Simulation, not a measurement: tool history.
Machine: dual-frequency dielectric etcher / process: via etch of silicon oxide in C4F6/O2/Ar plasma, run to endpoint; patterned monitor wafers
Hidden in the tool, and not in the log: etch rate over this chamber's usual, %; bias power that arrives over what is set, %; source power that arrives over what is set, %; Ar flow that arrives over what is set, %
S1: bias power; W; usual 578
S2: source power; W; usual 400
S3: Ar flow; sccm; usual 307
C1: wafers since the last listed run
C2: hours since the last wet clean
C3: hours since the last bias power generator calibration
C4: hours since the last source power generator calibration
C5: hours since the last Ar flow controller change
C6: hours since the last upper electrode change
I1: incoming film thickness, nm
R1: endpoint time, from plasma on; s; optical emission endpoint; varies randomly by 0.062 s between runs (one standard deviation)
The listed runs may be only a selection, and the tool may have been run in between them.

run,hour,S1,S2,S3,C1,C2,C3,C4,C5,C6,I1,R1
1,0.0,578,400,307,0,336.2,3732.9,4094.2,2731.0,2165.6,100.4,20.0
# hour 116.7: wet clean of the chamber
2,117.2,578,400,343,812,0.5,3850.1,4211.4,2848.2,2282.8,101.2,20.8
3,119.3,578,350,307,18,2.6,3852.2,4213.5,2850.3,2284.9,101.0,21.7
# hour 131.3: Ar flow controller replaced
4,153.0,578,350,307,241,36.3,3885.9,4247.2,21.7,2318.6,100.9,21.5
# hour 181.5: upper electrode replaced
5,182.0,578,400,307,43,65.3,3914.9,4276.2,50.7,0.5,100.9,20.4
6,209.6,578,400,307,240,92.9,3942.5,4303.8,78.3,28.1,100.9,20.4
7,243.6,578,400,307,296,126.9,3976.5,4337.8,112.3,62.1,102.1,20.6
8,273.1,578,400,307,257,156.4,4006.0,4367.3,141.8,91.6,100.8,20.3
# hour 287.7: source power generator calibrated
9,288.2,578,400,307,96,171.5,4021.1,0.5,156.9,106.7,102.0,20.5
10,315.0,578,420,307,233,198.3,4047.9,27.3,183.7,133.5,102.2,20.2
11,339.9,578,400,307,217,223.2,4072.8,52.2,208.6,158.4,101.6,20.4
12,362.8,578,400,307,199,246.1,4095.7,75.1,231.5,181.3,101.0,20.3
13,379.5,672,490,268,145,262.8,4112.4,91.8,248.2,198.0,101.6,17.7
14,396.2,639,430,277,145,279.5,4129.1,108.5,264.9,214.7,102.1,19.0
15,415.7,578,400,307,169,299.0,4148.6,128.0,284.4,234.2,101.0,20.3
16,431.1,701,330,307,134,314.4,4164.0,143.4,299.8,249.6,100.6,20.1
17,451.1,436,400,344,174,334.4,4184.0,163.4,319.8,269.6,102.6,23.1
# hour 456.5: bias power generator calibrated
18,472.9,511,320,352,155,356.2,16.4,185.2,341.6,291.4,100.3,23.4
# hour 510.6: wet clean of the chamber
19,511.1,459,400,307,123,0.5,54.6,223.4,379.8,329.6,103.0,22.7
20,518.6,455,480,307,65,8.0,62.1,230.9,387.3,337.1,102.6,21.3
21,550.5,578,400,343,278,39.9,94.0,262.8,419.2,369.0,100.6,20.6
22,581.5,578,400,307,270,70.9,125.0,293.8,450.2,400.0,101.7,20.4
23,596.2,578,400,343,128,85.6,139.7,308.5,464.9,414.7,101.0,20.7
24,620.5,522,400,349,211,109.9,164.0,332.8,489.2,439.0,101.7,21.6
25,654.6,439,400,307,297,144.0,198.1,366.9,523.3,473.1,101.2,22.7
26,685.9,578,400,234,272,175.3,229.4,398.2,554.6,504.4,102.0,20.1
27,706.7,578,400,307,181,196.1,250.2,419.0,575.4,525.2,101.9,20.5
28,731.1,687,450,307,212,220.5,274.6,443.4,599.8,549.6,101.2,18.1
29,752.8,578,400,232,189,242.2,296.3,465.1,621.5,571.3,101.3,19.8
30,782.6,578,400,307,259,272.0,326.1,494.9,651.3,601.1,101.9,20.5

Run-by-run hidden state of the tool:
bias power that arrives over what is set, %: 0, the same for each run
source power that arrives over what is set, %: 0, the same for each run
Ar flow that arrives over what is set, %: 0, the same for each run
H1: etch rate over this chamber's usual, %
run,H1
1,1.23
2,-0.081
3,-0.0741
4,0.0369
5,0.132
6,0.223
7,0.335
8,0.433
9,0.482
10,0.571
11,0.653
12,0.728
13,0.783
14,0.838
15,0.902
16,0.953
17,1.02
18,1.09
19,0.0634
20,0.0882
21,0.193
22,0.295
23,0.344
24,0.424
25,0.536
26,0.639
27,0.708
28,0.788
29,0.86
30,0.958

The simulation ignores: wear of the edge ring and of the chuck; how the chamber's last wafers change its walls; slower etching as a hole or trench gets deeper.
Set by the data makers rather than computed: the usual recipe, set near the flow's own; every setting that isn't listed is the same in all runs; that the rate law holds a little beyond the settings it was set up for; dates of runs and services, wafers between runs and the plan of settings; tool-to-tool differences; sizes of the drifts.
